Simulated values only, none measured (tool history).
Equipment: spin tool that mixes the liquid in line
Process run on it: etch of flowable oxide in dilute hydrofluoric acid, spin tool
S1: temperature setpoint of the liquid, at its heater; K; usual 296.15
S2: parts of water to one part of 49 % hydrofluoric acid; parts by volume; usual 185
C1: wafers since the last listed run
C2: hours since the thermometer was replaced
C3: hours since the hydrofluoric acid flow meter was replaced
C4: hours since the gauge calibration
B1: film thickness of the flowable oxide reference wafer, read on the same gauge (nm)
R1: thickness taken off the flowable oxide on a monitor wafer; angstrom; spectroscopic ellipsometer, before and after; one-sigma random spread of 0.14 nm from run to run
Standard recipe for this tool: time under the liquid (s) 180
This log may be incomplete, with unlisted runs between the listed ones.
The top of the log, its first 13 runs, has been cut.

Run 14, hour 688.8: usual settings but S1 298.15 K; C1 458; C2 822.2; C3 196.0; C4 222.4; B1 39.77. Result: R1 333.3 angstrom.
Run 15, hour 750.8: usual settings but S1 293.15 K, S2 140 parts by volume, time under the liquid (s) 110; C1 409; C2 884.2; C3 258.0; C4 284.4; B1 39.73. Result: R1 231.9 angstrom.
Run 16, hour 879.4: usual settings; C1 849; C2 1012.8; C3 386.6; C4 413.0; B1 39.64. Result: R1 305.3 angstrom.
Run 17, hour 946.8: usual settings but S1 291.15 K; C1 445; C2 1080.2; C3 454.0; C4 480.4; B1 39.60. Result: R1 253.4 angstrom.
Run 18, hour 1018.5: usual settings; C1 473; C2 1151.9; C3 525.7; C4 552.1; B1 39.48. Result: R1 307.7 angstrom.
At hour 1073.7: thermometer replaced.
Run 19, hour 1081.0: usual settings but time under the liquid (s) 230; C1 406; C2 7.3; C3 588.2; C4 614.6; B1 39.44. Result: R1 393.3 angstrom.
Run 20, hour 1126.6: usual settings but S2 255 parts by volume; C1 301; C2 52.9; C3 633.8; C4 660.2; B1 39.41. Result: R1 208.1 angstrom.
Run 21, hour 1196.6: usual settings but S2 220 parts by volume; C1 462; C2 122.9; C3 703.8; C4 730.2; B1 39.35. Result: R1 248.2 angstrom.
Run 22, hour 1267.5: usual settings; C1 468; C2 193.8; C3 774.7; C4 801.1; B1 39.30. Result: R1 306.9 angstrom.
Run 23, hour 1330.8: usual settings but S1 292.65 K, S2 230 parts by volume, time under the liquid (s) 150; C1 418; C2 257.1; C3 838.0; C4 864.4; B1 39.20. Result: R1 170.0 angstrom.
Run 24, hour 1374.3: usual settings but S1 291.65 K, S2 105 parts by volume, time under the liquid (s) 280; C1 287; C2 300.6; C3 881.5; C4 907.9; B1 39.18. Result: R1 759.9 angstrom.
Run 25, hour 1420.3: usual settings; C1 303; C2 346.6; C3 927.5; C4 953.9; B1 39.15. Result: R1 306.0 angstrom.
Run 26, hour 1454.9: usual settings; C1 228; C2 381.2; C3 962.1; C4 988.5; B1 39.10. Result: R1 303.8 angstrom.
Run 27, hour 1485.1: usual settings but S1 292.15 K, S2 110 parts by volume, time under the liquid (s) 290; C1 199; C2 411.4; C3 992.3; C4 1018.7; B1 39.07. Result: R1 764.5 angstrom.
Run 28, hour 1530.9: usual settings but S2 215 parts by volume, time under the liquid (s) 70; C1 302; C2 457.2; C3 1038.1; C4 1064.5; B1 39.04. Result: R1 98.8 angstrom.
At hour 1558.4: hydrofluoric acid flow meter replaced.
Run 29, hour 1601.2: usual settings but S2 115 parts by volume, time under the liquid (s) 220; C1 457; C2 527.5; C3 42.8; C4 1134.8; B1 38.95. Result: R1 641.8 angstrom.
Run 30, hour 1661.8: usual settings but S1 298.15 K, S2 100 parts by volume; C1 400; C2 588.1; C3 103.4; C4 1195.4; B1 38.91. Result: R1 668.9 angstrom.
Run 31, hour 1687.3: usual settings but S2 135 parts by volume, time under the liquid (s) 280; C1 168; C2 613.6; C3 128.9; C4 1220.9; B1 38.84. Result: R1 678.6 angstrom.
At hour 1720.3: gauge calibrated.
Run 32, hour 1728.6: usual settings but S2 105 parts by volume; C1 272; C2 654.9; C3 170.2; C4 8.3; B1 40.11. Result: R1 607.1 angstrom.

Below are 5 alternative next runs, each starting from the tool's condition after run 32. Predict each:
Run A, hour 1729.1: usual settings; C1 3; C2 655.4; C3 170.7; C4 8.8; B1 ?. Result: R1 ?.
Run B, hour 1729.1: usual settings but S1 293.15 K, time under the liquid (s) 240; C1 3; C2 655.4; C3 170.7; C4 8.8; B1 ?. Result: R1 ?.
Run C, hour 1729.1: usual settings but S1 293.15 K, S2 220 parts by volume; C1 3; C2 655.4; C3 170.7; C4 8.8; B1 ?. Result: R1 ?.
Run D, hour 1729.1: usual settings but S1 293.15 K, S2 120 parts by volume, time under the liquid (s) 125; C1 3; C2 655.4; C3 170.7; C4 8.8; B1 ?. Result: R1 ?.
Run E, hour 1729.1: usual settings but S2 145 parts by volume, time under the liquid (s) 280; C1 3; C2 655.4; C3 170.7; C4 8.8; B1 ?. Result: R1 ?.

run     B1     R1
  A  40.15  311.3
  B  40.15  369.9
  C  40.15  225.4
  D  40.15  317.8
  E  40.15  645.5
Had the tool no hidden state, the same runs would have come out as:
run     R1
  A  310.3
  B  368.8
  C  224.7
  D  316.8
  E  643.4
